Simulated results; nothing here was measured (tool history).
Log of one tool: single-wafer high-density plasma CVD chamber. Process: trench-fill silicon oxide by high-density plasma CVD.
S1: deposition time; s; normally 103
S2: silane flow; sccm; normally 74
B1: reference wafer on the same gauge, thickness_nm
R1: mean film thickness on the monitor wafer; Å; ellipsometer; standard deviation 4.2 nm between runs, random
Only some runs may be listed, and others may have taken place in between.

run	hour	S1	S2	B1	R1
1	0.0	103	74	725.726	7995.45
2	73.9	103	74	725.683	7956.67
3	113.3	103	74	725.562	7884.30
4	435.8	97	74	726.156	7482.92
5	513.9	97	74	726.072	7516.13
6	621.1	97	74	725.358	7451.38
7	717.6	103	74	725.853	7949.71
# hour 925.2: silane flow controller replaced
8	1017.5	103	74	725.116	7693.43
# hour 1065.4: gauge calibrated
9	1107.2	95	74	726.525	7143.94
10	1168.8	95	63	725.902	6103.39
11	1261.2	103	74	725.816	7850.52
12	1309.5	93	74	725.787	7101.06
13	1397.9	93	74	725.162	7058.45
14	1469.7	93	74	725.945	7144.29
15	1543.8	92	65	726.293	6200.36
16	1592.1	86	81	726.691	7207.65
17	1647.1	103	74	726.943	8005.44
18	1688.0	103	88	726.631	9463.45
19	1751.8	113	74	727.085	8733.36
20	1824.1	121	84	726.966	10676.94
21	1922.7	103	74	727.253	7965.22
22	2020.3	111	79	726.723	9110.05
23	2084.1	103	80	726.902	8679.61
24	2122.1	110	70	726.265	8068.09
25	2188.4	118	67	727.433	8300.38
26	2262.8	103	74	726.376	7957.29
27	2330.3	103	74	724.376	7993.74

Predict the results of run 28:
28	2401.5	103	86	?	?

{"run 28": {"B1": 725.442, "R1": 9410.98}}
On a tool with no hidden condition, and with the same random variation, this run would have come out at R1 8980.46 Å.

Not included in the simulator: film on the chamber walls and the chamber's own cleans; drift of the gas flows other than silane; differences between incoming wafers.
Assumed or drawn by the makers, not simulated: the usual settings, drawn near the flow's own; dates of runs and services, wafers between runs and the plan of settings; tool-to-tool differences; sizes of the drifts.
